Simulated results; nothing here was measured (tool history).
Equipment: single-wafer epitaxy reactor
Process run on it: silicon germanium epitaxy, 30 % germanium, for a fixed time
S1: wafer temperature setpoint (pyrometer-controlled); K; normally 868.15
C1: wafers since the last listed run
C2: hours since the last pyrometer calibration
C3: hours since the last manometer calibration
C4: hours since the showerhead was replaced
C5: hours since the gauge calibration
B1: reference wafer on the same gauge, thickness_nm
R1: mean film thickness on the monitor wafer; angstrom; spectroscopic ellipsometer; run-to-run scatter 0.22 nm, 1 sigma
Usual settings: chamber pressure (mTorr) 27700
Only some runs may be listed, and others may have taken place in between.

run 1 hour=0 | S1=868.15 chamber_pressure_(mTorr)=27700 | C1=0 C2=904.7 C3=2300.2 C4=5426.2 C5=396.3 | B1=65.941 | R1=621.62
run 2 hour=39 | S1=868.15 chamber_pressure_(mTorr)=27700 | C1=885 C2=943.7 C3=2339.2 C4=5465.2 C5=435.3 | B1=65.985 | R1=620.56
run 3 hour=75 | S1=868.15 chamber_pressure_(mTorr)=27700 | C1=817 C2=979.7 C3=2375.2 C4=5501.2 C5=471.3 | B1=65.867 | R1=618.69
run 4 hour=136.4 | S1=861.15 chamber_pressure_(mTorr)=27700 | C1=1394 C2=1041.1 C3=2436.6 C4=5562.6 C5=532.7 | B1=65.873 | R1=535.56
run 5 hour=257.2 | S1=861.15 chamber_pressure_(mTorr)=27700 | C1=2742 C2=1161.9 C3=2557.4 C4=5683.4 C5=653.5 | B1=65.928 | R1=533.44
run 6 hour=287.9 | S1=864.15 chamber_pressure_(mTorr)=27700 | C1=697 C2=1192.6 C3=2588.1 C4=5714.1 C5=684.2 | B1=65.889 | R1=567.26
-- hour=291.9 gauge calibrated
run 7 hour=351.1 | S1=864.15 chamber_pressure_(mTorr)=27700 | C1=1435 C2=1255.8 C3=2651.3 C4=5777.3 C5=59.2 | B1=65.971 | R1=570.13
run 8 hour=420 | S1=864.15 chamber_pressure_(mTorr)=27700 | C1=1564 C2=1324.7 C3=2720.2 C4=5846.2 C5=128.1 | B1=65.893 | R1=570.93
-- hour=473.9 showerhead replaced
run 9 hour=490.7 | S1=868.15 chamber_pressure_(mTorr)=27700 | C1=1423 C2=1395.4 C3=2790.9 C4=16.8 C5=198.8 | B1=65.852 | R1=621.42
run 10 hour=637.7 | S1=868.15 chamber_pressure_(mTorr)=27700 | C1=3337 C2=1542.4 C3=2937.9 C4=163.8 C5=345.8 | B1=65.967 | R1=622.85
run 11 hour=693.6 | S1=868.15 chamber_pressure_(mTorr)=27700 | C1=1269 C2=1598.3 C3=2993.8 C4=219.7 C5=401.7 | B1=65.883 | R1=622.06
run 12 hour=724.8 | S1=861.15 chamber_pressure_(mTorr)=27700 | C1=708 C2=1629.5 C3=3025 C4=250.9 C5=432.9 | B1=65.905 | R1=536.39
-- hour=748.7 capacitance manometer re-zeroed and calibrated
run 13 hour=755.2 | S1=854.15 chamber_pressure_(mTorr)=29500 | C1=508 C2=1659.9 C3=6.5 C4=281.3 C5=463.3 | B1=65.954 | R1=473.07
run 14 hour=801.4 | S1=868.15 chamber_pressure_(mTorr)=27700 | C1=1049 C2=1706.1 C3=52.7 C4=327.5 C5=509.5 | B1=65.905 | R1=617.65
-- hour=855.1 pyrometer calibrated
run 15 hour=856.3 | S1=861.15 chamber_pressure_(mTorr)=21200 | C1=1064 C2=1.2 C3=107.6 C4=382.4 C5=564.4 | B1=65.88 | R1=463.36
-- hour=873.4 gauge calibrated
run 16 hour=927.2 | S1=878.15 chamber_pressure_(mTorr)=31700 | C1=1609 C2=72.1 C3=178.5 C4=453.3 C5=53.8 | B1=65.937 | R1=814.16

Run 17 has not been measured yet. What should we expect?
run 17 hour=968.7 | S1=868.15 chamber_pressure_(mTorr)=32400 | C1=942 C2=113.6 C3=220 C4=494.8 C5=95.3 | B1=? | R1=?

Run 17 yielded B1 65.925, R1 670.61 angstrom.
The same run, on a tool lacking any hidden state, would have yielded R1 670.61 angstrom.
